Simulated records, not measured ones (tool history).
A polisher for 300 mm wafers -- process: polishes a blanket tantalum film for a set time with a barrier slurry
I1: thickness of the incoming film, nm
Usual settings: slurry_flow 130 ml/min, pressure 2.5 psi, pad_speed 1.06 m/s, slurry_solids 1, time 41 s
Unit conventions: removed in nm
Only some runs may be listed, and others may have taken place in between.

Run 1, day 0: usual settings but slurry_flow 115 ml/min; I1 262.1. Result: removed 81.8 nm.
Run 2, day 1.25: usual settings but slurry_flow 115 ml/min; I1 260.6. Result: removed 81.3 nm.
Run 3, day 2.012: usual settings; I1 261.6. Result: removed 83.8 nm.
At day 3.446: worn pad replaced by a new one.
Run 4, day 3.467: usual settings; I1 260.2. Result: removed 83.9 nm.
Run 5, day 4.679: usual settings; I1 257.5. Result: removed 80.4 nm.
At day 5.196: slurry blender recalibrated.
Run 6, day 6.117: usual settings; I1 254.9. Result: removed 87.4 nm.
Run 7, day 7.079: usual settings; I1 259.4. Result: removed 87.5 nm.
Run 8, day 8.271: usual settings; I1 256.8. Result: removed 85.5 nm.
Run 9, day 9.571: usual settings but pad_speed 1.14 m/s; I1 259.6. Result: removed 88.9 nm.
Run 10, day 10.171: usual settings but pad_speed 1.14 m/s; I1 254.3. Result: removed 89.1 nm.
At day 11.721: worn pad replaced by a new one.
Run 11, day 11.742: usual settings but pressure 3 psi; I1 261.5. Result: removed 99 nm.
At day 12.238: slurry nozzle cleaned.
At day 12.304: slurry blender recalibrated.
Run 12, day 13.038: usual settings but pressure 2.1 psi; I1 261.5. Result: removed 72 nm.
At day 15.004: head pressure recalibrated.
Run 13, day 15.3: usual settings but pressure 2.1 psi; I1 255.9. Result: removed 70.1 nm.
Run 14, day 16.388: usual settings but pressure 3.1 psi, slurry_solids 0.9, time 36 s; I1 259.6. Result: removed 88.2 nm.
Run 15, day 17.8: usual settings but slurry_flow 160 ml/min, pad_speed 0.94 m/s, time 30 s; I1 258.6. Result: removed 55.6 nm.
At day 18.862: worn pad replaced by a new one.
Run 16, day 19.092: usual settings but pressure 2.1 psi, slurry_solids 0.7, time 33 s; I1 259.8. Result: removed 51.9 nm.
At day 20.421: slurry blender recalibrated.
Run 17, day 20.442: usual settings but slurry_solids 0.75; I1 258.8. Result: removed 84.1 nm.
Run 18, day 21.6: usual settings but pressure 2.1 psi, slurry_solids 0.7, time 33 s; I1 259.9. Result: removed 54.4 nm.
Run 19, day 22.812: usual settings; I1 261.5. Result: removed 83.2 nm.
Run 20, day 24.475: usual settings but slurry_solids 0.85; I1 259.4. Result: removed 78.4 nm.
Run 21, day 25.8: usual settings but slurry_solids 0.85, time 49 s; I1 259.2. Result: removed 93.3 nm.
Run 22, day 26.408: usual settings but pressure 2.1 psi, slurry_solids 1.25, time 54 s; I1 260. Result: removed 92.4 nm.
Run 23, day 27.104: usual settings but slurry_flow 165 ml/min; I1 256.9. Result: removed 84.1 nm.
At day 27.717: worn pad replaced by a new one.
At day 27.804: slurry blender recalibrated.
Run 24, day 28.458: usual settings but slurry_flow 140 ml/min, pressure 1.6 psi; I1 262.1. Result: removed 56.3 nm.
Run 25, day 29.738: usual settings but slurry_flow 170 ml/min; I1 258.8. Result: removed 88.7 nm.
Run 26, day 30.65: usual settings; I1 258.4. Result: removed 83.3 nm.
Run 27, day 32.021: usual settings but pressure 1.8 psi, slurry_solids 1.15, time 45 s; I1 255.9. Result: removed 67.8 nm.
At day 32.312: slurry nozzle cleaned.
Run 28, day 33.329: usual settings but pressure 2.9 psi; I1 258.3. Result: removed 94.7 nm.
Run 29, day 34.171: usual settings but slurry_solids 1.1, time 51 s; I1 257.9. Result: removed 104.5 nm.
At day 34.683: worn pad replaced by a new one.
Run 30, day 35.45: usual settings but slurry_solids 0.7; I1 255.8. Result: removed 76 nm.

Here are 4 independent what-if runs from the current tool condition. What would each one return?
Run A, day 35.467: usual settings; I1 258.9. Result: removed ?.
Run B, day 35.467: usual settings but slurry_flow 90 ml/min, slurry_solids 0.7, time 54 s; I1 258.9. Result: removed ?.
Run C, day 35.467: usual settings but slurry_flow 150 ml/min, slurry_solids 0.85; I1 258.9. Result: removed ?.
Run D, day 35.467: usual settings but pad_speed 1.26 m/s, slurry_solids 0.8; I1 258.9. Result: removed ?.

run  removed
  A     80.8
  B     91.6
  C     79.8
  D     91.1
Stripped of hidden state, with their random variation kept, the same runs would have yielded:
run  removed
  A     88.5
  B    101.7
  C       88
  D    100.7

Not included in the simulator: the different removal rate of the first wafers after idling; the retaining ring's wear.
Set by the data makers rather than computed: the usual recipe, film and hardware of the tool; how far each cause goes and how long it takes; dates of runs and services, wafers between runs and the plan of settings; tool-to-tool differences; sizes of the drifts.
